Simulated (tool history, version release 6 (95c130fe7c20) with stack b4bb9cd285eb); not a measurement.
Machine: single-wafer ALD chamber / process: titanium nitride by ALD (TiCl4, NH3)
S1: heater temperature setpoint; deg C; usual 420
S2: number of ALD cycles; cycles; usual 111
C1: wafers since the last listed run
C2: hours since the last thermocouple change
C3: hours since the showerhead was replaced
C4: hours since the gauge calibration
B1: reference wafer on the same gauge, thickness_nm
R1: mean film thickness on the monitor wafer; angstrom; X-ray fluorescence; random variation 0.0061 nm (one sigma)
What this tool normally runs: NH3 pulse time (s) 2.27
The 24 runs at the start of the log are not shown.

{"day": 55.312, "done": "thermocouple changed; heater temperature recalibrated"}
{"run": 25, "day": 55.525, "S1": 414, "S2": 128, "NH3 pulse time (s)": 2.98, "C1": 151, "C2": 5.1, "C3": 5153.4, "C4": 377.1, "B1": 2.22, "R1": 28.31}
{"run": 26, "day": 57.104, "S1": 420, "S2": 125, "NH3 pulse time (s)": 3.16, "C1": 104, "C2": 43, "C3": 5191.3, "C4": 415, "B1": 2.22, "R1": 27.75}
{"run": 27, "day": 59.471, "S1": 413, "S2": 111, "NH3 pulse time (s)": 2.7, "C1": 157, "C2": 99.8, "C3": 5248.1, "C4": 471.8, "B1": 2.219, "R1": 24.49}
{"run": 28, "day": 61.029, "S1": 405, "S2": 127, "NH3 pulse time (s)": 1.53, "C1": 103, "C2": 137.2, "C3": 5285.5, "C4": 509.2, "B1": 2.218, "R1": 27.19}
{"run": 29, "day": 63.546, "S1": 415, "S2": 111, "NH3 pulse time (s)": 2.27, "C1": 167, "C2": 197.6, "C3": 5345.9, "C4": 569.6, "B1": 2.223, "R1": 24.26}
{"run": 30, "day": 65.017, "S1": 420, "S2": 96, "NH3 pulse time (s)": 2.27, "C1": 97, "C2": 232.9, "C3": 5381.2, "C4": 604.9, "B1": 2.219, "R1": 21.03}
{"day": 66.388, "done": "showerhead replaced"}
{"run": 31, "day": 66.792, "S1": 427, "S2": 90, "NH3 pulse time (s)": 3, "C1": 95, "C2": 275.5, "C3": 9.7, "C4": 647.5, "B1": 2.217, "R1": 20.02}
{"run": 32, "day": 68.4, "S1": 420, "S2": 111, "NH3 pulse time (s)": 2.27, "C1": 106, "C2": 314.1, "C3": 48.3, "C4": 686.1, "B1": 2.216, "R1": 24.23}
{"run": 33, "day": 69.671, "S1": 432, "S2": 100, "NH3 pulse time (s)": 2.27, "C1": 84, "C2": 344.6, "C3": 78.8, "C4": 716.6, "B1": 2.218, "R1": 21.94}
{"run": 34, "day": 70.962, "S1": 410, "S2": 132, "NH3 pulse time (s)": 3.07, "C1": 85, "C2": 375.6, "C3": 109.8, "C4": 747.6, "B1": 2.216, "R1": 29.13}
{"run": 35, "day": 73.921, "S1": 425, "S2": 123, "NH3 pulse time (s)": 2.67, "C1": 196, "C2": 446.6, "C3": 180.8, "C4": 818.6, "B1": 2.217, "R1": 27.21}
{"run": 36, "day": 76.842, "S1": 428, "S2": 111, "NH3 pulse time (s)": 2.27, "C1": 194, "C2": 516.7, "C3": 250.9, "C4": 888.7, "B1": 2.215, "R1": 24.41}

Predict the results of run 37:
{"run": 37, "day": 79.046, "S1": 420, "S2": 111, "NH3 pulse time (s)": 1.49, "C1": 146, "C2": 569.6, "C3": 303.8, "C4": 941.6, "B1": "?", "R1": "?"}

{"run 37": {"B1": 2.215, "R1": 23.93}}
Had the tool carried no hidden state, the very same run would have given R1 23.97 angstrom.
